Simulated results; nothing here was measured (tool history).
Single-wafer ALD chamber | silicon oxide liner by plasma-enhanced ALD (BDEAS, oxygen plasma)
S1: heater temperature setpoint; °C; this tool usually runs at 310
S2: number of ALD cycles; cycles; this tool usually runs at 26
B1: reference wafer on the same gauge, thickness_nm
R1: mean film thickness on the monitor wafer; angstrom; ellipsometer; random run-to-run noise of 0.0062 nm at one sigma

| run | hour | S1 | S2 | B1 | R1 |
|---|---|---|---|---|---|
| 1 | 0 | 310 | 26 | 2.302 | 24.58 |
| 2 | 14.5 | 310 | 26 | 2.302 | 24.71 |
| 3 | 45.3 | 310 | 26 | 2.301 | 24.68 |
| 4 | 72.4 | 310 | 26 | 2.3 | 24.69 |
|  | 98.8 | thermocouple changed; heater temperature recalibrated |
|  | 101.2 | gauge calibrated |
| 5 | 103.2 | 310 | 26 | 2.319 | 24.9 |
| 6 | 115.7 | 310 | 26 | 2.315 | 24.92 |
| 7 | 151 | 307 | 26 | 2.309 | 24.91 |
| 8 | 177.7 | 301 | 28 | 2.305 | 27.04 |
| 9 | 212.1 | 310 | 29 | 2.302 | 27.6 |
| 10 | 230.3 | 321 | 26 | 2.301 | 24.39 |
| 11 | 253.6 | 315 | 23 | 2.302 | 21.66 |
| 12 | 284.7 | 317 | 23 | 2.3 | 21.55 |
| 13 | 304.5 | 305 | 21 | 2.3 | 20.07 |
|  | 305.9 | gauge calibrated |
| 14 | 320.8 | 310 | 26 | 2.316 | 24.84 |

3 ways to go on from here, each from the tool as it stands after run 14. What would each give?
| A | 321.2 | 310 | 25 | ? | ? |
| B | 321.2 | 323 | 30 | ? | ? |
| C | 321.2 | 324 | 30 | ? | ? |

| run | B1 | R1 |
|---|---|---|
| A | 2.315 | 23.85 |
| B | 2.315 | 28.02 |
| C | 2.315 | 27.97 |
Take away the tool's hidden state, keep each run's random variation, and the runs would have read:
| run | R1 |
|---|---|
| A | 23.89 |
| B | 28.06 |
| C | 28.02 |

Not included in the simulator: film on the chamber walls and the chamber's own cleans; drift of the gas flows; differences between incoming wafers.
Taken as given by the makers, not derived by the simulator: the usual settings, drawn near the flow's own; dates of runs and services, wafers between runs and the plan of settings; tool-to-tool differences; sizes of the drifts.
